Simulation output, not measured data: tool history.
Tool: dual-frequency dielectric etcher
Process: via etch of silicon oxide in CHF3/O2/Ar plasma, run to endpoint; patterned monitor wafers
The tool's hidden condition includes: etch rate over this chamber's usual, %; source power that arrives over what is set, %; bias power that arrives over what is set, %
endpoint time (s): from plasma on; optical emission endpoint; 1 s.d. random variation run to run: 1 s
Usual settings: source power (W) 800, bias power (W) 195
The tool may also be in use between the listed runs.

| run | hour | source power (W) | bias power (W) | wafers since the last listed run | hours since the last wet clean | hours since the last source power generator calibration | hours since the last bias power generator calibration | hours since the last upper electrode change | incoming incoming film thickness, nm | endpoint time (s) |
|---|---|---|---|---|---|---|---|---|---|---|
| 1 | 0.0 | 800 | 214 | 0 | 175.5 | 3579.5 | 1973.1 | 1864.2 | 749.0 | 334.1 |
| 2 | 30.7 | 800 | 214 | 188 | 206.2 | 3610.2 | 2003.8 | 1894.9 | 747.8 | 334.4 |
| 3 | 58.2 | 720 | 220 | 168 | 233.7 | 3637.7 | 2031.3 | 1922.4 | 746.2 | 343.1 |
| 4 | 77.2 | 720 | 220 | 116 | 252.7 | 3656.7 | 2050.3 | 1941.4 | 751.4 | 344.2 |
| 5 | 103.5 | 800 | 195 | 161 | 279.0 | 3683.0 | 2076.6 | 1967.7 | 753.1 | 352.0 |
|  | 114.6 | source power generator calibrated |
| 6 | 119.3 | 800 | 195 | 72 | 294.8 | 4.7 | 2092.4 | 1983.5 | 748.8 | 348.8 |
| 7 | 152.5 | 800 | 218 | 203 | 328.0 | 37.9 | 2125.6 | 2016.7 | 734.8 | 330.6 |
|  | 207.7 | wet clean of the chamber |
| 8 | 220.0 | 800 | 195 | 267 | 12.3 | 105.4 | 2193.1 | 2084.2 | 748.3 | 338.7 |
| 9 | 237.5 | 800 | 195 | 107 | 29.8 | 122.9 | 2210.6 | 2101.7 | 747.5 | 340.2 |
| 10 | 263.2 | 800 | 213 | 157 | 55.5 | 148.6 | 2236.3 | 2127.4 | 745.8 | 330.7 |
| 11 | 276.0 | 800 | 226 | 78 | 68.3 | 161.4 | 2249.1 | 2140.2 | 746.4 | 321.3 |
| 12 | 296.9 | 800 | 226 | 128 | 89.2 | 182.3 | 2270.0 | 2161.1 | 744.9 | 323.6 |
| 13 | 316.0 | 800 | 195 | 117 | 108.3 | 201.4 | 2289.1 | 2180.2 | 741.9 | 340.6 |
| 14 | 349.7 | 800 | 195 | 206 | 142.0 | 235.1 | 2322.8 | 2213.9 | 746.7 | 345.2 |
| 15 | 382.8 | 710 | 170 | 203 | 175.1 | 268.2 | 2355.9 | 2247.0 | 744.7 | 375.7 |
| 16 | 411.7 | 640 | 213 | 177 | 204.0 | 297.1 | 2384.8 | 2275.9 | 743.0 | 358.3 |
| 17 | 447.4 | 860 | 226 | 219 | 239.7 | 332.8 | 2420.5 | 2311.6 | 746.4 | 319.5 |
| 18 | 464.2 | 650 | 239 | 103 | 256.5 | 349.6 | 2437.3 | 2328.4 | 746.4 | 344.2 |
| 19 | 515.3 | 800 | 195 | 313 | 307.6 | 400.7 | 2488.4 | 2379.5 | 747.4 | 349.9 |
| 20 | 530.1 | 920 | 242 | 90 | 322.4 | 415.5 | 2503.2 | 2394.3 | 747.5 | 306.9 |
| 21 | 545.9 | 910 | 151 | 96 | 338.2 | 431.3 | 2519.0 | 2410.1 | 748.9 | 371.7 |
|  | 565.8 | bias power generator calibrated |
| 22 | 566.3 | 800 | 195 | 100 | 358.6 | 451.7 | 0.5 | 2430.5 | 751.0 | 351.8 |
| 23 | 578.5 | 800 | 195 | 74 | 370.8 | 463.9 | 12.7 | 2442.7 | 747.7 | 351.4 |
| 24 | 593.3 | 660 | 195 | 90 | 385.6 | 478.7 | 27.5 | 2457.5 | 748.4 | 376.3 |
| 25 | 613.8 | 850 | 152 | 125 | 406.1 | 499.2 | 48.0 | 2478.0 | 742.2 | 375.5 |
|  | 667.3 | wet clean of the chamber |
|  | 685.1 | upper electrode replaced |
| 26 | 685.6 | 890 | 179 | 184 | 18.3 | 571.0 | 119.8 | 0.5 | 744.4 | 338.7 |
| 27 | 686.0 | 660 | 159 | 2 | 18.7 | 571.4 | 120.2 | 0.9 | 741.8 | 388.9 |
| 28 | 706.9 | 800 | 195 | 128 | 39.6 | 592.3 | 141.1 | 21.8 | 755.0 | 344.6 |
| 29 | 733.7 | 850 | 195 | 164 | 66.4 | 619.1 | 167.9 | 48.6 | 750.4 | 336.7 |
| 30 | 766.9 | 750 | 221 | 203 | 99.6 | 652.3 | 201.1 | 81.8 | 741.3 | 332.0 |
| 31 | 823.1 | 800 | 195 | 345 | 155.8 | 708.5 | 257.3 | 138.0 | 751.8 | 346.8 |
| 32 | 852.2 | 640 | 166 | 178 | 184.9 | 737.6 | 286.4 | 167.1 | 744.5 | 395.5 |
| 33 | 882.9 | 890 | 174 | 188 | 215.6 | 768.3 | 317.1 | 197.8 | 738.9 | 349.0 |
| 34 | 914.9 | 800 | 195 | 196 | 247.6 | 800.3 | 349.1 | 229.8 | 740.8 | 346.1 |
| 35 | 947.5 | 900 | 159 | 200 | 280.2 | 832.9 | 381.7 | 262.4 | 748.8 | 365.0 |

What if the next run were any one of these 4? Each begins from the tool's condition after run 35:
| A | 948.0 | 800 | 195 | 3 | 280.7 | 833.4 | 382.2 | 262.9 | 745.0 | ? |
| B | 948.0 | 960 | 237 | 3 | 280.7 | 833.4 | 382.2 | 262.9 | 745.0 | ? |
| C | 948.0 | 680 | 161 | 3 | 280.7 | 833.4 | 382.2 | 262.9 | 745.0 | ? |
| D | 948.0 | 690 | 212 | 3 | 280.7 | 833.4 | 382.2 | 262.9 | 745.0 | ? |

| run | endpoint time (s) |
|---|---|
| A | 351.2 |
| B | 306.6 |
| C | 398.7 |
| D | 357.5 |
Without the tool's unlogged condition, the same runs would have read:
| run | endpoint time (s) |
|---|---|
| A | 339.1 |
| B | 296.0 |
| C | 384.9 |
| D | 345.1 |
